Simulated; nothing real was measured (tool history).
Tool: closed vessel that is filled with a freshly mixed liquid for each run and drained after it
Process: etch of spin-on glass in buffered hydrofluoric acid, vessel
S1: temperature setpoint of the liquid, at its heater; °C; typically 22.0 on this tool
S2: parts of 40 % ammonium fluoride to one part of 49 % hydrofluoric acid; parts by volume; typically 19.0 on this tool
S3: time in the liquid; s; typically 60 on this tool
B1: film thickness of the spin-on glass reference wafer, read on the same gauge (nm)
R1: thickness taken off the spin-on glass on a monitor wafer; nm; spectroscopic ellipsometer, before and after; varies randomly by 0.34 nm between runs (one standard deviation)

run	day	S1	S2	S3	B1	R1
1	0.000	22.0	19.0	60	50.03	106.38
2	2.596	22.0	19.0	60	50.03	107.00
# day 3.896: thermometer replaced
3	6.292	22.0	19.0	60	50.02	105.39
4	10.354	22.0	15.5	60	50.00	129.56
5	11.871	22.0	15.5	60	49.95	129.17
6	13.792	22.0	15.5	60	49.98	129.10
7	15.988	22.0	19.0	60	50.03	105.86
8	20.483	22.0	19.0	60	50.01	106.28
9	24.433	22.0	19.0	60	50.01	106.75
# day 31.021: thermometer replaced
# day 31.412: hydrofluoric acid flow meter replaced
10	37.462	26.0	19.0	60	50.04	133.99
11	39.254	26.0	19.0	60	49.99	134.62
12	43.354	26.0	19.0	60	50.00	135.93
# day 44.088: thermometer replaced, repeated, since the last time left the tool worse
13	47.496	24.5	19.0	60	50.02	121.14
14	49.367	24.5	19.0	60	50.06	121.16
15	51.392	22.0	19.0	80	49.99	141.52
16	53.629	22.0	19.0	70	49.98	123.26
17	57.862	23.5	19.0	60	50.03	116.00
18	59.696	26.5	12.5	50	49.98	170.16
19	61.800	19.0	14.5	90	50.01	175.88
20	64.062	24.5	19.0	60	50.02	122.28
# day 64.642: gauge calibrated
21	67.308	22.0	19.0	60	49.98	107.13
22	70.775	24.5	19.0	60	49.98	122.75
# day 72.742: thermometer replaced
23	75.196	20.0	14.5	35	50.03	71.90
24	77.962	22.0	19.0	60	49.96	105.41
25	80.921	22.0	19.0	60	50.01	104.88
26	83.367	20.5	14.5	60	50.00	127.17
27	86.562	19.0	19.0	75	50.05	112.67
28	89.529	22.0	16.0	60	49.96	126.35
# day 90.679: hydrofluoric acid flow meter replaced
29	92.888	22.0	19.0	60	49.97	106.22

Predict each of these 4 candidate next runs independently; none follows another, all start after run 29:
A	92.917	22.0	19.0	75	?	?
B	92.917	24.5	22.5	35	?	?
C	92.917	27.0	16.5	70	?	?
D	92.917	24.0	16.5	80	?	?

run	B1	R1
A	50.04	132.63
B	50.04	62.25
C	50.04	186.75
D	50.04	181.47
With the hidden condition removed and each run's random variation left untouched, the same runs would have given:
run	R1
A	131.31
B	61.64
C	184.96
D	179.69
